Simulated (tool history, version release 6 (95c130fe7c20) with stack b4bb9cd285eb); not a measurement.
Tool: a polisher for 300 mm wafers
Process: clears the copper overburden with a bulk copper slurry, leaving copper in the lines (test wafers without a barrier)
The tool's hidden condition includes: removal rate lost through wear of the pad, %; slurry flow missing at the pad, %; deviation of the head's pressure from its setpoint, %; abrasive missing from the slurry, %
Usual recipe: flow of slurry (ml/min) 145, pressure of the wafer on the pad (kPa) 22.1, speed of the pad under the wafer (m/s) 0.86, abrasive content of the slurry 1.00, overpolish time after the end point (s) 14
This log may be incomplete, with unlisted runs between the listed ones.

run,hour,flow of slurry (ml/min),pressure of the wafer on the pad (kPa),speed of the pad under the wafer (m/s),abrasive content of the slurry,overpolish time after the end point (s),wafers since the last listed run,wafers polished on this pad,hours since the slurry nozzle was cleaned,hours since the head pressure was calibrated,hours since the slurry blender was calibrated,"incoming thickness of the incoming film, nm",time until the end point was called (s),dishing of a wide line in a test structure (nm)
1,0.0,145,22.1,0.86,1.00,14,0,473,643.7,808.6,107.5,1265.0,159.4,62.4
2,10.6,145,22.1,0.86,1.00,14,74,547,654.3,819.2,118.1,1304.0,163.9,62.5
3,22.0,145,22.1,0.86,1.00,14,79,627,665.7,830.6,129.5,1257.4,157.6,61.5
4,30.4,145,22.1,0.86,1.00,14,58,686,674.1,839.0,137.9,1261.1,159.3,60.8
5,37.1,145,22.1,0.86,1.00,14,46,733,680.8,845.7,144.6,1291.0,162.2,60.6
6,46.2,110,25.5,1.10,0.85,14,63,797,689.9,854.8,153.7,1264.2,129.9,73.2
7,53.7,165,22.1,0.86,1.00,14,52,849,697.4,862.3,161.2,1292.5,159.0,62.8
8,63.9,195,17.2,1.12,0.90,14,71,921,707.6,872.5,171.4,1251.0,141.5,66.4
9,70.3,145,26.2,0.86,1.00,22,44,965,714.0,878.9,177.8,1284.7,141.1,90.6
10,85.0,145,22.1,0.86,1.00,14,103,1068,728.7,893.6,192.5,1268.3,159.0,60.6
11,99.6,145,22.1,0.86,1.00,14,102,1171,743.3,908.2,207.1,1283.1,165.1,62.3
12,113.1,180,17.9,0.86,0.70,14,94,1265,756.8,921.7,220.6,1258.8,195.2,50.6
# hour 116.8: slurry blender recalibrated
# hour 123.6: worn pad replaced by a new one
13,124.1,145,22.1,0.86,1.00,14,35,3,767.8,932.7,7.3,1278.7,165.7,62.1
14,137.2,145,22.1,0.86,1.00,14,91,95,780.9,945.8,20.4,1276.3,162.7,60.3
15,146.8,145,17.2,0.86,1.00,16,67,162,790.5,955.4,30.0,1283.2,208.1,56.1
# hour 157.4: slurry nozzle cleaned
16,159.9,145,26.2,0.72,1.30,20,84,247,2.5,968.5,43.1,1280.9,136.8,85.9
17,169.2,145,22.1,0.70,1.00,14,65,312,11.8,977.8,52.4,1282.9,176.9,57.2
18,175.2,145,22.1,0.86,1.00,8,42,354,17.8,983.8,58.4,1279.0,143.3,44.7
# hour 182.7: head pressure recalibrated
19,189.1,145,22.1,0.86,1.00,14,83,437,31.7,6.4,72.3,1277.5,144.1,67.4
20,195.1,145,17.2,0.86,1.00,16,42,479,37.7,12.4,78.3,1292.9,178.0,60.2
21,208.4,145,26.9,0.86,1.20,14,93,573,51.0,25.7,91.6,1270.9,114.0,75.7
22,238.4,145,22.1,0.86,1.00,14,210,783,81.0,55.7,121.6,1272.0,142.4,68.4
23,247.4,145,17.2,1.06,1.00,14,63,846,90.0,64.7,130.6,1285.7,146.4,65.5
24,264.2,145,26.2,0.86,1.00,14,117,964,106.8,81.5,147.4,1276.5,125.7,74.6

Forecast run 25:
25,280.1,145,22.1,1.12,1.00,11,111,1075,122.7,97.4,163.3,1282.5,?,?

{"run 25": {"time until the end point was called (s)": 111.7, "dishing of a wide line in a test structure (nm)": 67.9}}
With no hidden state in the tool, this same run would have given time until the end point was called (s) 109.4, dishing of a wide line in a test structure (nm) 68.9.
